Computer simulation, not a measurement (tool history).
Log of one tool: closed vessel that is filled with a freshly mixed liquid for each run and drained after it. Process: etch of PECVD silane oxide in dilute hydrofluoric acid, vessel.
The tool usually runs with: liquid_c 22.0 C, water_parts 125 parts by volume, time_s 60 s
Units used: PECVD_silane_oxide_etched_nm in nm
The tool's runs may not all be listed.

run,day,liquid_c,water_parts,time_s,wafers since the last listed run,hours since the thermometer was replaced,hours since the hydrofluoric acid flow meter was replaced,hours since the gauge calibration,"read-back film thickness of the PECVD silane oxide reference wafer, read on the same gauge (nm)",PECVD_silane_oxide_etched_nm
1,0.000,22.0,125,60,0,1046.4,2003.9,504.6,89.98,7.09
2,2.642,22.0,125,60,9283,1109.8,2067.3,568.0,90.00,7.05
3,6.088,22.0,125,60,12109,1192.5,2150.0,650.7,90.01,7.05
4,8.979,22.0,125,60,10162,1261.9,2219.4,720.1,90.01,7.11
5,13.258,22.0,125,60,15038,1364.6,2322.1,822.8,89.98,7.11
6,15.746,22.0,105,60,8741,1424.3,2381.8,882.5,90.00,8.64
# day 16.038: hydrofluoric acid flow meter replaced
7,19.842,22.0,105,60,14247,1522.6,91.3,980.8,89.98,8.04
# day 21.454: gauge calibrated
8,22.204,22.0,125,60,8302,1579.3,148.0,18.0,90.00,6.55
9,26.212,22.0,125,60,14086,1675.5,244.2,114.2,90.00,6.62
10,28.358,19.5,125,60,7541,1727.0,295.7,165.7,89.98,5.93
11,30.296,20.5,95,60,6809,1773.5,342.2,212.2,89.98,8.41
# day 33.838: thermometer replaced
12,34.683,18.0,155,80,15272,20.3,447.5,317.5,89.99,6.21
13,36.708,18.5,125,40,7116,68.9,496.1,366.1,90.02,4.04
14,41.171,24.0,90,30,15682,176.0,603.2,473.2,90.00,5.46
15,44.638,22.0,180,60,12183,259.2,686.4,556.4,89.98,4.54
16,47.733,26.0,155,60,10879,333.5,760.7,630.7,90.02,6.33

Predict each of these 5 candidate next runs independently; none follows another, all start after run 16:
A,47.762,22.0,125,60,102,334.2,761.4,631.4,?,?
B,47.762,18.0,125,45,102,334.2,761.4,631.4,?,?
C,47.762,18.0,85,45,102,334.2,761.4,631.4,?,?
D,47.762,22.0,125,45,102,334.2,761.4,631.4,?,?
E,47.762,22.0,125,75,102,334.2,761.4,631.4,?,?

run,"read-back film thickness of the PECVD silane oxide reference wafer, read on the same gauge (nm)",PECVD_silane_oxide_etched_nm
A,90.02,6.99
B,90.02,4.46
C,90.02,6.83
D,90.02,5.24
E,90.02,8.73
Had the tool no hidden state, the same runs would have come out as:
run,PECVD_silane_oxide_etched_nm
A,6.86
B,4.38
C,6.72
D,5.15
E,8.58

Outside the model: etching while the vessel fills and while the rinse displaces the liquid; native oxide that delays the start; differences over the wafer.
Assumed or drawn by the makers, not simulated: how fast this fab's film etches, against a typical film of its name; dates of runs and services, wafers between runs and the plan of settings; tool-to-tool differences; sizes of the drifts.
